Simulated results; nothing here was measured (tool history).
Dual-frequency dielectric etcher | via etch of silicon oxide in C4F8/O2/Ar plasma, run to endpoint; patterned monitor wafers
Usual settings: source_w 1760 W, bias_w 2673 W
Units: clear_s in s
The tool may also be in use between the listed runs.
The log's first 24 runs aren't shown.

| run | hour | source_w | bias_w | wafers since the last listed run | hours since the last wet clean | hours since the last source power generator calibration | hours since the last bias power generator calibration | hours since the last upper electrode change | incoming incoming film thickness, nm | clear_s |
|---|---|---|---|---|---|---|---|---|---|---|
| 25 | 1054.5 | 1760 | 2096 | 88 | 209.7 | 208.6 | 733.7 | 645.1 | 1550 | 320.4 |
| 26 | 1109.3 | 2150 | 2673 | 142 | 264.5 | 263.4 | 788.5 | 699.9 | 1571 | 278.8 |
| 27 | 1141.4 | 2200 | 3151 | 83 | 296.6 | 295.5 | 820.6 | 732 | 1549.3 | 255.2 |
| 28 | 1175.2 | 1760 | 2673 | 87 | 330.4 | 329.3 | 854.4 | 765.8 | 1562.3 | 290 |
| 29 | 1214.2 | 1760 | 2673 | 101 | 369.4 | 368.3 | 893.4 | 804.8 | 1568.7 | 287.6 |
|  | 1247.2 | wet clean of the chamber |
| 30 | 1256.4 | 1420 | 2085 | 47 | 9.2 | 410.5 | 935.6 | 847 | 1556.8 | 341.8 |
| 31 | 1287.4 | 1760 | 2673 | 80 | 40.2 | 441.5 | 966.6 | 878 | 1556.7 | 295.3 |
| 32 | 1338.7 | 1760 | 2235 | 133 | 91.5 | 492.8 | 1017.9 | 929.3 | 1575.4 | 317.5 |
| 33 | 1380.3 | 1760 | 2673 | 107 | 133.1 | 534.4 | 1059.5 | 970.9 | 1565 | 294.1 |
| 34 | 1434.4 | 1540 | 3015 | 140 | 187.2 | 588.5 | 1113.6 | 1025 | 1573.3 | 288.5 |
| 35 | 1503.7 | 2110 | 3075 | 179 | 256.5 | 657.8 | 1182.9 | 1094.3 | 1565.4 | 264.6 |

Forecast each of these 4 alternatives for the next run:
| A | 1504.2 | 1760 | 2209 | 1 | 257 | 658.3 | 1183.4 | 1094.8 | 1554.5 | ? |
| B | 1504.2 | 1580 | 2223 | 1 | 257 | 658.3 | 1183.4 | 1094.8 | 1554.5 | ? |
| C | 1504.2 | 1470 | 2423 | 1 | 257 | 658.3 | 1183.4 | 1094.8 | 1554.5 | ? |
| D | 1504.2 | 1760 | 2103 | 1 | 257 | 658.3 | 1183.4 | 1094.8 | 1554.5 | ? |

| run | clear_s |
|---|---|
| A | 308.7 |
| B | 315.9 |
| C | 310.6 |
| D | 314.6 |
Without the tool's hidden state the same runs would have given:
| run | clear_s |
|---|---|
| A | 323.8 |
| B | 331.5 |
| C | 326 |
| D | 330 |
